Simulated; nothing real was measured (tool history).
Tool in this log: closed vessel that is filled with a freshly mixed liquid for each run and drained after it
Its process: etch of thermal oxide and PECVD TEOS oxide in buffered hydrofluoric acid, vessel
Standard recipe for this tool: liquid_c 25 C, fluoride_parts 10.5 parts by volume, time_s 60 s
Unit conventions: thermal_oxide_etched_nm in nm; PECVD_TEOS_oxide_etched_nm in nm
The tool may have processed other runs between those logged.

run,day,liquid_c,fluoride_parts,time_s,"read-back film thickness of the thermal oxide reference wafer, read on the same gauge (nm)","read-back film thickness of the PECVD TEOS oxide reference wafer, read on the same gauge (nm)",thermal_oxide_etched_nm,PECVD_TEOS_oxide_etched_nm
1,0.000,23,10.5,80,150.01,80.01,86.79,222.64
2,0.721,25,10.5,60,149.99,80.03,71.82,187.25
3,1.212,25,10.5,60,150.01,80.01,72.28,184.26
4,1.542,25,10.5,60,150.04,80.04,72.38,185.28
5,2.238,25,10.5,60,149.98,79.99,71.72,186.11
# day 2.450: gauge calibrated
# day 2.646: hydrofluoric acid flow meter replaced
6,2.942,25,10.5,60,149.97,79.99,72.70,184.68
7,3.308,25,10.5,60,150.04,79.98,72.81,187.37
# day 3.350: thermometer replaced
8,3.608,25,10.5,35,150.01,79.96,41.93,110.37

Estimate the outcome of run 9 from the log above:
9,3.983,25,10.5,60,?,?,?,?

read-back film thickness of the thermal oxide reference wafer, read on the same gauge (nm): 150.01
read-back film thickness of the PECVD TEOS oxide reference wafer, read on the same gauge (nm): 80.02
thermal_oxide_etched_nm: 71.74 nm
PECVD_TEOS_oxide_etched_nm: 187.43 nm
The same run, on a tool lacking any hidden state, would have yielded thermal_oxide_etched_nm 71.74 nm, PECVD_TEOS_oxide_etched_nm 187.43 nm.
